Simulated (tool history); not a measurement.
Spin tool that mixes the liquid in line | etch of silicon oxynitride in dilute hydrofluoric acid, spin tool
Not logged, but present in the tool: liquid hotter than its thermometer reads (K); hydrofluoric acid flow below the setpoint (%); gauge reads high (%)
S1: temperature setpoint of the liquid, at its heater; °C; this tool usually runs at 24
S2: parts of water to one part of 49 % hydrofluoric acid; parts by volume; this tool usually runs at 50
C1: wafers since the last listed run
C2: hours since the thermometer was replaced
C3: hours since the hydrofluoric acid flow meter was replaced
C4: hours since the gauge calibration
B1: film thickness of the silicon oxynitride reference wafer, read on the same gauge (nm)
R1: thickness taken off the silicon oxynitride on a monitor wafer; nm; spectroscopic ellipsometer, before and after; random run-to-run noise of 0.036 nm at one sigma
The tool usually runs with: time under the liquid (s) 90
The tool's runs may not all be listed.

run 1 hour=0 | S1=24 S2=50 time_under_the_liquid_(s)=90 | C1=0 C2=2427 C3=352.5 C4=192.4 | B1=140.02 | R1=7.19
run 2 hour=17.4 | S1=24 S2=50 time_under_the_liquid_(s)=90 | C1=113 C2=2444.4 C3=369.9 C4=209.8 | B1=140 | R1=7.22
run 3 hour=53 | S1=22 S2=50 time_under_the_liquid_(s)=90 | C1=232 C2=2480 C3=405.5 C4=245.4 | B1=140.03 | R1=6.56
run 4 hour=85.3 | S1=22 S2=50 time_under_the_liquid_(s)=90 | C1=210 C2=2512.3 C3=437.8 C4=277.7 | B1=140.01 | R1=6.54
run 5 hour=111.5 | S1=22 S2=50 time_under_the_liquid_(s)=90 | C1=170 C2=2538.5 C3=464 C4=303.9 | B1=140.02 | R1=6.55
run 6 hour=132.6 | S1=24 S2=35 time_under_the_liquid_(s)=90 | C1=137 C2=2559.6 C3=485.1 C4=325 | B1=140 | R1=10.47
run 7 hour=158.7 | S1=24 S2=35 time_under_the_liquid_(s)=90 | C1=170 C2=2585.7 C3=511.2 C4=351.1 | B1=139.98 | R1=10.49
run 8 hour=190.7 | S1=24 S2=40 time_under_the_liquid_(s)=90 | C1=208 C2=2617.7 C3=543.2 C4=383.1 | B1=139.98 | R1=9.07
run 9 hour=226.5 | S1=24 S2=40 time_under_the_liquid_(s)=90 | C1=233 C2=2653.5 C3=579 C4=418.9 | B1=139.99 | R1=9.17
run 10 hour=249 | S1=24 S2=40 time_under_the_liquid_(s)=90 | C1=146 C2=2676 C3=601.5 C4=441.4 | B1=140.02 | R1=9.25
-- hour=254.4 hydrofluoric acid flow meter replaced
run 11 hour=278.5 | S1=24 S2=50 time_under_the_liquid_(s)=90 | C1=185 C2=2705.5 C3=24.1 C4=470.9 | B1=140.02 | R1=7.2
run 12 hour=311.8 | S1=24 S2=50 time_under_the_liquid_(s)=90 | C1=217 C2=2738.8 C3=57.4 C4=504.2 | B1=140 | R1=7.26
-- hour=316.5 thermometer replaced
run 13 hour=332.6 | S1=21 S2=35 time_under_the_liquid_(s)=140 | C1=129 C2=16.1 C3=78.2 C4=525 | B1=140 | R1=12.45
-- hour=359 gauge calibrated
run 14 hour=368.2 | S1=26.5 S2=70 time_under_the_liquid_(s)=125 | C1=232 C2=51.7 C3=113.8 C4=9.2 | B1=140 | R1=7.05
run 15 hour=401.3 | S1=28 S2=50 time_under_the_liquid_(s)=90 | C1=215 C2=84.8 C3=146.9 C4=42.3 | B1=140.03 | R1=7.84
run 16 hour=415 | S1=20 S2=50 time_under_the_liquid_(s)=75 | C1=89 C2=98.5 C3=160.6 C4=56 | B1=140 | R1=4.41
run 17 hour=436.5 | S1=28 S2=30 time_under_the_liquid_(s)=60 | C1=140 C2=120 C3=182.1 C4=77.5 | B1=140.01 | R1=8.82
run 18 hour=456.4 | S1=19 S2=50 time_under_the_liquid_(s)=45 | C1=129 C2=139.9 C3=202 C4=97.4 | B1=139.99 | R1=2.51
run 19 hour=480.7 | S1=22 S2=45 time_under_the_liquid_(s)=110 | C1=158 C2=164.2 C3=226.3 C4=121.7 | B1=139.98 | R1=7.98
run 20 hour=495.8 | S1=19 S2=50 time_under_the_liquid_(s)=45 | C1=98 C2=179.3 C3=241.4 C4=136.8 | B1=139.99 | R1=2.55

4 options for the next run, each taken on its own from the tool as it stands now. Forecast them:
run A hour=496.2 | S1=24 S2=50 time_under_the_liquid_(s)=90 | C1=2 C2=179.7 C3=241.8 C4=137.2 | B1=? | R1=?
run B hour=496.2 | S1=19.5 S2=35 time_under_the_liquid_(s)=45 | C1=2 C2=179.7 C3=241.8 C4=137.2 | B1=? | R1=?
run C hour=496.2 | S1=24 S2=65 time_under_the_liquid_(s)=65 | C1=2 C2=179.7 C3=241.8 C4=137.2 | B1=? | R1=?
run D hour=496.2 | S1=19.5 S2=50 time_under_the_liquid_(s)=90 | C1=2 C2=179.7 C3=241.8 C4=137.2 | B1=? | R1=?

run=A B1=139.99 R1=6.44
run=B B1=139.99 R1=3.72
run=C B1=139.99 R1=3.53
run=D B1=139.99 R1=5.15
With no hidden state in the tool, these same runs would have given:
run=A R1=6.32
run=B R1=3.65
run=C R1=3.47
run=D R1=5.06
